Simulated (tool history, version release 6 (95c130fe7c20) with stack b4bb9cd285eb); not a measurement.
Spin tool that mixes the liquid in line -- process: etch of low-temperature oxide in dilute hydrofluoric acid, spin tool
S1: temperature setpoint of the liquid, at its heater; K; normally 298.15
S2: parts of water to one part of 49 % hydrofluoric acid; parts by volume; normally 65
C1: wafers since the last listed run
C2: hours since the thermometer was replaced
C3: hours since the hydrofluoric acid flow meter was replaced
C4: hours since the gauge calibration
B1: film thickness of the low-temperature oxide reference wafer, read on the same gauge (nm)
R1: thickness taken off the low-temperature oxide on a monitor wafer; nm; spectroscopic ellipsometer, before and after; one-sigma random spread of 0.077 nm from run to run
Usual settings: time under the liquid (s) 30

run 1 hour=0 | S1=298.15 S2=65 time_under_the_liquid_(s)=30 | C1=0 C2=11.8 C3=1171.9 C4=12.8 | B1=150 | R1=9.54
run 2 hour=76 | S1=295.15 S2=65 time_under_the_liquid_(s)=30 | C1=1250 C2=87.8 C3=1247.9 C4=88.8 | B1=150 | R1=8.42
run 3 hour=112.4 | S1=295.15 S2=65 time_under_the_liquid_(s)=30 | C1=599 C2=124.2 C3=1284.3 C4=125.2 | B1=150 | R1=8.56
run 4 hour=173.2 | S1=295.15 S2=65 time_under_the_liquid_(s)=30 | C1=1000 C2=185 C3=1345.1 C4=186 | B1=150 | R1=8.44
run 5 hour=238.4 | S1=298.15 S2=65 time_under_the_liquid_(s)=40 | C1=1073 C2=250.2 C3=1410.3 C4=251.2 | B1=150.01 | R1=12.8
run 6 hour=305.5 | S1=298.15 S2=65 time_under_the_liquid_(s)=30 | C1=1104 C2=317.3 C3=1477.4 C4=318.3 | B1=149.98 | R1=9.83
run 7 hour=351.4 | S1=298.15 S2=65 time_under_the_liquid_(s)=30 | C1=755 C2=363.2 C3=1523.3 C4=364.2 | B1=149.98 | R1=9.74
-- hour=378.5 hydrofluoric acid flow meter replaced
run 8 hour=495.4 | S1=298.15 S2=35 time_under_the_liquid_(s)=20 | C1=2353 C2=507.2 C3=116.9 C4=508.2 | B1=150.02 | R1=12.61
run 9 hour=555.6 | S1=294.65 S2=65 time_under_the_liquid_(s)=30 | C1=990 C2=567.4 C3=177.1 C4=568.4 | B1=150 | R1=8.59
run 10 hour=632.8 | S1=298.15 S2=45 time_under_the_liquid_(s)=30 | C1=1270 C2=644.6 C3=254.3 C4=645.6 | B1=149.98 | R1=14.94
-- hour=639.1 gauge calibrated
-- hour=705 thermometer replaced
run 11 hour=722.8 | S1=298.15 S2=45 time_under_the_liquid_(s)=30 | C1=1464 C2=17.8 C3=344.3 C4=83.7 | B1=150 | R1=14.08
run 12 hour=816 | S1=298.15 S2=65 time_under_the_liquid_(s)=30 | C1=1534 C2=111 C3=437.5 C4=176.9 | B1=150.01 | R1=9.45
run 13 hour=875.9 | S1=294.65 S2=95 time_under_the_liquid_(s)=20 | C1=985 C2=170.9 C3=497.4 C4=236.8 | B1=149.99 | R1=3.68
run 14 hour=956.9 | S1=301.65 S2=50 time_under_the_liquid_(s)=45 | C1=1333 C2=251.9 C3=578.4 C4=317.8 | B1=149.99 | R1=22.27

Below are 5 alternative next runs, each starting from the tool's condition after run 14. Predict each:
run A hour=957.3 | S1=300.65 S2=65 time_under_the_liquid_(s)=30 | C1=6 C2=252.3 C3=578.8 C4=318.2 | B1=? | R1=?
run B hour=957.3 | S1=293.65 S2=55 time_under_the_liquid_(s)=20 | C1=6 C2=252.3 C3=578.8 C4=318.2 | B1=? | R1=?
run C hour=957.3 | S1=298.15 S2=75 time_under_the_liquid_(s)=50 | C1=6 C2=252.3 C3=578.8 C4=318.2 | B1=? | R1=?
run D hour=957.3 | S1=295.15 S2=55 time_under_the_liquid_(s)=15 | C1=6 C2=252.3 C3=578.8 C4=318.2 | B1=? | R1=?
run E hour=957.3 | S1=300.65 S2=80 time_under_the_liquid_(s)=30 | C1=6 C2=252.3 C3=578.8 C4=318.2 | B1=? | R1=?

run=A B1=150.02 R1=10.63
run=B B1=150.02 R1=6.38
run=C B1=150.02 R1=13.72
run=D B1=150.02 R1=5.1
run=E B1=150.02 R1=8.45
What these runs would have given with no unlogged condition in the tool:
run=A R1=10.42
run=B R1=6.25
run=C R1=13.44
run=D R1=4.99
run=E R1=8.29
